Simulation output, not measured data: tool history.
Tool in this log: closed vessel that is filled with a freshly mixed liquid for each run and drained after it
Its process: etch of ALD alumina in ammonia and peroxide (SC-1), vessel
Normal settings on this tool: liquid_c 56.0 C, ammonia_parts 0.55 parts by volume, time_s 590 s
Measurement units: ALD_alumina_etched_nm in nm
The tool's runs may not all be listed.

run    hour  liquid_c  ammonia_parts  time_s  wafers since the last listed run  hours since the thermometer was replaced  hours since the ammonia flow meter was replaced  hours since the drum of ammonia solution was connected  hours since the gauge calibration  read-back film thickness of the ALD alumina reference wafer, read on the same gauge (nm)  ALD_alumina_etched_nm
  1     0.0      56.0           0.55     590                                 0                                    1685.4                                           1185.4                                                   169.0                              996.3                                                                                     90.01                  49.51
  2    49.1      56.0           0.55     355                              2786                                    1734.5                                           1234.5                                                   218.1                             1045.4                                                                                     90.00                  29.85
      249.3  -- new drum of ammonia solution connected
  3   316.4      56.0           0.55     355                             15111                                    2001.8                                           1501.8                                                    67.1                             1312.7                                                                                     90.01                  30.06
  4   385.4      56.0           0.50     590                              3915                                    2070.8                                           1570.8                                                   136.1                             1381.7                                                                                     89.97                  49.32
  5   448.4      56.0           0.55     590                              3575                                    2133.8                                           1633.8                                                   199.1                             1444.7                                                                                     90.01                  49.78
  6   525.9      56.0           0.55     590                              4397                                    2211.3                                           1711.3                                                   276.6                             1522.2                                                                                     89.99                  49.50
  7   622.5      56.0           0.55     590                              5481                                    2307.9                                           1807.9                                                   373.2                             1618.8                                                                                     90.00                  49.69
      657.3  -- new drum of ammonia solution connected
  8   671.7      56.0           0.55     590                              2735                                    2357.1                                           1857.1                                                    14.4                             1668.0                                                                                     90.00                  50.34
      694.7  -- gauge calibrated
  9   750.6      52.5           0.55     325                              4477                                    2436.0                                           1936.0                                                    93.3                               55.9                                                                                     89.96                  22.99
 10   853.7      52.5           0.55     325                              5850                                    2539.1                                           2039.1                                                   196.4                              159.0                                                                                     90.02                  23.02
      856.3  -- thermometer replaced
      895.4  -- ammonia flow meter replaced
 11   925.4      52.5           0.55     325                              3955                                      69.1                                             30.0                                                   268.1                              230.7                                                                                     90.02                  22.12
     1110.1  -- new drum of ammonia solution connected
 12  1159.2      52.5           0.55     325                             13210                                     302.9                                            263.8                                                    49.1                              464.5                                                                                     90.05                  22.35
 13  1257.9      56.0           0.55     935                              5600                                     401.6                                            362.5                                                   147.8                              563.2                                                                                     89.98                  77.37
 14  1301.0      52.0           0.45     590                              2445                                     444.7                                            405.6                                                   190.9                              606.3                                                                                     89.97                  38.67
 15  1371.0      49.5           0.65     590                              3972                                     514.7                                            475.6                                                   260.9                              676.3                                                                                     89.99                  35.05
     1563.3  -- new drum of ammonia solution connected
 16  1678.9      48.5           0.65     885                             17415                                     822.6                                            783.5                                                   115.6                              984.2                                                                                     89.99                  49.79
 17  1727.2      49.5           0.80     925                              2740                                     870.9                                            831.8                                                   163.9                             1032.5                                                                                     89.99                  56.22
 18  1780.5      56.0           0.55     425                              3024                                     924.2                                            885.1                                                   217.2                             1085.8                                                                                     89.99                  35.27
 19  1872.5      56.0           0.55     590                              5220                                    1016.2                                            977.1                                                   309.2                             1177.8                                                                                     89.99                  48.99
     1942.8  -- new drum of ammonia solution connected
 20  1977.5      50.5           0.30     590                              5901                                    1121.2                                           1082.1                                                    34.7                             1282.8                                                                                     89.99                  34.60
 21  2040.3      47.0           0.30     930                              3563                                    1184.0                                           1144.9                                                    97.5                             1345.6                                                                                     89.97                  45.04
 22  2125.9      56.0           0.55     590                              4857                                    1269.6                                           1230.5                                                   183.1                             1431.2                                                                                     90.00                  49.48

Each row is a separate what-if for the run after 22, all from the same tool condition, not one after another. Results?
  A  2126.7      56.0           0.55     720                                45                                    1270.4                                           1231.3                                                   183.9                             1432.0                                                                                         ?                      ?
  B  2126.7      49.0           0.65     590                                45                                    1270.4                                           1231.3                                                   183.9                             1432.0                                                                                         ?                      ?
  C  2126.7      59.5           0.85     590                                45                                    1270.4                                           1231.3                                                   183.9                             1432.0                                                                                         ?                      ?

run  read-back film thickness of the ALD alumina reference wafer, read on the same gauge (nm)  ALD_alumina_etched_nm
  A                                                                                     90.02                  59.91
  B                                                                                     90.02                  34.20
  C                                                                                     90.02                  61.36
Without the tool's hidden state the same runs would have given:
run  ALD_alumina_etched_nm
  A                  59.38
  B                  33.87
  C                  60.84
